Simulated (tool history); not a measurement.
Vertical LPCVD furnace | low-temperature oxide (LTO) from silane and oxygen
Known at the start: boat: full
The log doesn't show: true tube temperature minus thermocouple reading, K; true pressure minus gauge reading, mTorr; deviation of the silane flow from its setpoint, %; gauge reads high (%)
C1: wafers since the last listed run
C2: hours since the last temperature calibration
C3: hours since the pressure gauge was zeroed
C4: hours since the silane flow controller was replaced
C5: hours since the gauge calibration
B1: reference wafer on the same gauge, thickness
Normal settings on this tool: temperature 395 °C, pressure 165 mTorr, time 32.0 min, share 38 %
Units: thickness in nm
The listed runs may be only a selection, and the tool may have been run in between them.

Run 1, hour 0.0: usual settings; C1 0; C2 3900.2; C3 2345.0; C4 3461.4; C5 447.6; B1 193.94. Result: thickness 190.99 nm.
Run 2, hour 19.0: usual settings; C1 245; C2 3919.2; C3 2364.0; C4 3480.4; C5 466.6; B1 194.35. Result: thickness 190.27 nm.
Run 3, hour 47.5: usual settings but share 42 %; C1 368; C2 3947.7; C3 2392.5; C4 3508.9; C5 495.1; B1 194.12. Result: thickness 214.92 nm.
Run 4, hour 82.7: usual settings but pressure 195 mTorr; C1 455; C2 3982.9; C3 2427.7; C4 3544.1; C5 530.3; B1 194.20. Result: thickness 225.55 nm.
Run 5, hour 143.0: usual settings but pressure 195 mTorr; C1 780; C2 4043.2; C3 2488.0; C4 3604.4; C5 590.6; B1 194.47. Result: thickness 224.82 nm.
Run 6, hour 176.5: usual settings but pressure 195 mTorr; C1 433; C2 4076.7; C3 2521.5; C4 3637.9; C5 624.1; B1 194.02. Result: thickness 223.01 nm.
Run 7, hour 194.9: usual settings but pressure 140 mTorr; C1 238; C2 4095.1; C3 2539.9; C4 3656.3; C5 642.5; B1 194.15. Result: thickness 162.02 nm.
Run 8, hour 220.2: usual settings but pressure 140 mTorr; C1 327; C2 4120.4; C3 2565.2; C4 3681.6; C5 667.8; B1 193.89. Result: thickness 162.25 nm.
Run 9, hour 251.2: usual settings but pressure 140 mTorr; C1 401; C2 4151.4; C3 2596.2; C4 3712.6; C5 698.8; B1 193.82. Result: thickness 161.67 nm.
Run 10, hour 265.3: usual settings; C1 182; C2 4165.5; C3 2610.3; C4 3726.7; C5 712.9; B1 193.91. Result: thickness 192.54 nm.
Run 11, hour 280.0: usual settings but share 44 %; C1 190; C2 4180.2; C3 2625.0; C4 3741.4; C5 727.6; B1 193.87. Result: thickness 227.71 nm.
Run 12, hour 308.3: usual settings but pressure 195 mTorr, time 22.5 min; C1 366; C2 4208.5; C3 2653.3; C4 3769.7; C5 755.9; B1 193.88. Result: thickness 159.54 nm.
Run 13, hour 339.4: usual settings but pressure 125 mTorr, time 41.5 min, share 36 %; C1 402; C2 4239.6; C3 2684.4; C4 3800.8; C5 787.0; B1 194.06. Result: thickness 175.14 nm.
At hour 384.6: silane flow controller replaced.
Run 14, hour 385.1: usual settings but temperature 384 °C, share 42 %; C1 280; C2 4285.3; C3 2730.1; C4 0.5; C5 832.7; B1 194.30. Result: thickness 188.18 nm.
Run 15, hour 399.4: usual settings; C1 185; C2 4299.6; C3 2744.4; C4 14.8; C5 847.0; B1 194.06. Result: thickness 190.28 nm.
At hour 409.7: gauge calibrated.
At hour 433.0: thermocouples replaced and temperature profile calibrated.
At hour 445.9: pressure gauge zeroed.
Run 16, hour 446.4: usual settings; C1 130; C2 13.4; C3 0.5; C4 61.8; C5 36.7; B1 193.88. Result: thickness 188.77 nm.
Run 17, hour 450.2: usual settings but pressure 130 mTorr; C1 49; C2 17.2; C3 4.3; C4 65.6; C5 40.5; B1 194.13. Result: thickness 148.89 nm.
Run 18, hour 470.1: usual settings but temperature 391 °C, pressure 185 mTorr, time 37.5 min, share 35 %; C1 257; C2 37.1; C3 24.2; C4 85.5; C5 60.4; B1 193.99. Result: thickness 214.84 nm.
Run 19, hour 485.0: usual settings; C1 192; C2 52.0; C3 39.1; C4 100.4; C5 75.3; B1 194.04. Result: thickness 190.25 nm.
Run 20, hour 498.1: usual settings but pressure 130 mTorr, time 22.0 min; C1 169; C2 65.1; C3 52.2; C4 113.5; C5 88.4; B1 194.09. Result: thickness 103.25 nm.
Run 21, hour 516.5: usual settings but pressure 195 mTorr, share 40 %; C1 238; C2 83.5; C3 70.6; C4 131.9; C5 106.8; B1 194.09. Result: thickness 241.00 nm.
Run 22, hour 529.5: usual settings but temperature 387 °C, share 36 %; C1 168; C2 96.5; C3 83.6; C4 144.9; C5 119.8; B1 193.70. Result: thickness 161.03 nm.
Run 23, hour 550.2: usual settings; C1 267; C2 117.2; C3 104.3; C4 165.6; C5 140.5; B1 194.05. Result: thickness 190.37 nm.
Run 24, hour 578.2: usual settings; C1 362; C2 145.2; C3 132.3; C4 193.6; C5 168.5; B1 194.11. Result: thickness 190.30 nm.
Run 25, hour 611.2: usual settings but time 24.5 min; C1 427; C2 178.2; C3 165.3; C4 226.6; C5 201.5; B1 193.86. Result: thickness 145.85 nm.
Run 26, hour 626.1: usual settings; C1 192; C2 193.1; C3 180.2; C4 241.5; C5 216.4; B1 194.25. Result: thickness 190.06 nm.
Run 27, hour 651.1: usual settings but pressure 180 mTorr, share 33 %; C1 323; C2 218.1; C3 205.2; C4 266.5; C5 241.4; B1 193.75. Result: thickness 172.07 nm.
Run 28, hour 673.9: usual settings but pressure 195 mTorr; C1 295; C2 240.9; C3 228.0; C4 289.3; C5 264.2; B1 193.77. Result: thickness 223.02 nm.
Run 29, hour 702.6: usual settings; C1 371; C2 269.6; C3 256.7; C4 318.0; C5 292.9; B1 193.67. Result: thickness 190.14 nm.
Run 30, hour 722.2: usual settings but pressure 190 mTorr; C1 253; C2 289.2; C3 276.3; C4 337.6; C5 312.5; B1 194.07. Result: thickness 220.61 nm.
Run 31, hour 755.4: usual settings but share 32 %; C1 429; C2 322.4; C3 309.5; C4 370.8; C5 345.7; B1 194.15. Result: thickness 150.52 nm.
Run 32, hour 782.1: usual settings but time 42.5 min; C1 345; C2 349.1; C3 336.2; C4 397.5; C5 372.4; B1 194.11. Result: thickness 251.84 nm.

Exercise: give the hidden state of the tool at every run:
true tube temperature minus thermocouple reading, K: 0 across all the runs
true pressure minus gauge reading, mTorr: 0 across all the runs
deviation of the silane flow from its setpoint, %: 0 across all the runs
gauge reads high (%): 0 across all the runs
